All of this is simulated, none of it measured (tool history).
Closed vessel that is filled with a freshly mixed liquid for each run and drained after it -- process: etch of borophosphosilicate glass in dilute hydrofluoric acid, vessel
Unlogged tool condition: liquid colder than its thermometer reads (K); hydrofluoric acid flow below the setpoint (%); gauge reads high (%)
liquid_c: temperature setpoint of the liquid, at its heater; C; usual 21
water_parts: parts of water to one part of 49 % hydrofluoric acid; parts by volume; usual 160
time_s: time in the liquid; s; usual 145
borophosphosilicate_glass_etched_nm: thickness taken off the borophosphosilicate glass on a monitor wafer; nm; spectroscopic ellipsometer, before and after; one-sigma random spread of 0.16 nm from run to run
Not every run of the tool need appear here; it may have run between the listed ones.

run    hour  liquid_c  water_parts  time_s  wafers since the last listed run  hours since the thermometer was replaced  hours since the hydrofluoric acid flow meter was replaced  hours since the gauge calibration  read-back film thickness of the borophosphosilicate glass reference wafer, read on the same gauge (nm)  borophosphosilicate_glass_etched_nm
  1       0        21          160     145                                 0                                     581.1                                                     1857.1                             1847.5                                                                                                   30.02                                19.61
  2    42.4        21          140     145                              3172                                     623.5                                                     1899.5                             1889.9                                                                                                   30.01                                22.94
  3   138.4        21          140     145                              7182                                     719.5                                                     1995.5                             1985.9                                                                                                      30                                22.58
  4   210.1        21          160     145                              5364                                     791.2                                                     2067.2                             2057.6                                                                                                      30                                19.36
  5   251.9        21          160     145                              3127                                       833                                                       2109                             2099.4                                                                                                   30.01                                19.34
  6   349.3        21          160     145                              7287                                     930.4                                                     2206.4                             2196.8                                                                                                   30.03                                19.24
  7   395.1        21          110     145                              3426                                     976.2                                                     2252.2                             2242.6                                                                                                   29.99                                29.43
      454.5  -- hydrofluoric acid flow meter replaced
  8   459.9        21          110     145                              4773                                      1041                                                        5.4                             2307.4                                                                                                   29.99                                 29.9
  9   555.6      17.5          160     145                              7160                                    1136.7                                                      101.1                             2403.1                                                                                                      30                                16.77
 10   600.2        26          160     210                              3336                                    1181.3                                                      145.7                             2447.7                                                                                                   29.98                                33.83
 11   696.5        24          140     170                              7204                                    1277.6                                                        242                               2544                                                                                                   30.01                                29.28
 12   773.4      19.5          220     145                              5753                                    1354.5                                                      318.9                             2620.9                                                                                                   30.01                                12.33
 13   839.5        21          160     210                              4945                                    1420.6                                                        385                               2687                                                                                                   29.99                                   28
 14   876.3      25.5          160     145                              2753                                    1457.4                                                      421.8                             2723.8                                                                                                   29.99                                22.66
 15   939.7        21          160     145                              4743                                    1520.8                                                      485.2                             2787.2                                                                                                      30                                19.05
 16    1044        21          160     145                              7803                                    1625.1                                                      589.5                             2891.5                                                                                                   29.97                                18.75
 17  1094.3        21           95     145                              3763                                    1675.4                                                      639.8                             2941.8                                                                                                      30                                 33.8
 18  1146.6        21          160     145                              3912                                    1727.7                                                      692.1                             2994.1                                                                                                      30                                18.64
 19    1247        21          160     145                              7511                                    1828.1                                                      792.5                             3094.5                                                                                                   30.01                                18.53
 20  1352.1        25          160     170                              7863                                    1933.2                                                      897.6                             3199.6                                                                                                   30.01                                25.66
 21  1421.5        21          160     145                              5192                                    2002.6                                                        967                               3269                                                                                                   30.01                                18.37
     1450.1  -- thermometer replaced
 22  1511.7        21          160     145                              6673                                      61.6                                                     1057.2                             3359.2                                                                                                   30.02                                19.42
 23  1551.3        25          215     110                              2962                                     101.2                                                     1096.8                             3398.8                                                                                                   29.99                                 12.4
     1608.7  -- gauge calibrated
 24  1658.3        24          115     145                              8005                                     208.2                                                     1203.8                               49.6                                                                                                      30                                 32.6
 25  1756.2      17.5           85     145                              7324                                     306.1                                                     1301.7                              147.5                                                                                                   29.99                                 34.8
 26  1828.8        21          210     145                              5431                                     378.7                                                     1374.3                              220.1                                                                                                      30                                 14.1
 27  1925.6        21          160     145                              7242                                     475.5                                                     1471.1                              316.9                                                                                                   29.99                                19.64
 28  2021.7        21          160     145                              7190                                     571.6                                                     1567.2                                413                                                                                                      30                                19.57
 29  2112.7        21          240     120                              6808                                     662.6                                                     1658.2                                504                                                                                                   29.98                                 9.81
 30    2214        23          160     205                              7579                                     763.9                                                     1759.5                              605.3                                                                                                      30                                 29.3
 31  2267.6      24.5           95      75                              4010                                     817.5                                                     1813.1                              658.9                                                                                                      30                                20.92
 32  2304.5      18.5          185     145                              2760                                     854.4                                                       1850                              695.8                                                                                                   29.99                                15.04

List, for all runs, the conditions of the tool that the log does not record:
hydrofluoric acid flow below the setpoint (%): 0, the same for each run
gauge reads high (%): 0, the same for each run
H1: liquid colder than its thermometer reads (K)
run      H1
  1   0.504
  2   0.535
  3   0.604
  4   0.656
  5   0.686
  6   0.757
  7    0.79
  8   0.836
  9   0.905
 10   0.938
 11    1.01
 12    1.06
 13    1.11
 14    1.14
 15    1.18
 16    1.26
 17    1.29
 18    1.33
 19     1.4
 20    1.48
 21    1.53
 22  0.0658
 23  0.0944
 24   0.172
 25   0.242
 26   0.295
 27   0.365
 28   0.434
 29     0.5
 30   0.573
 31   0.611
 32   0.638
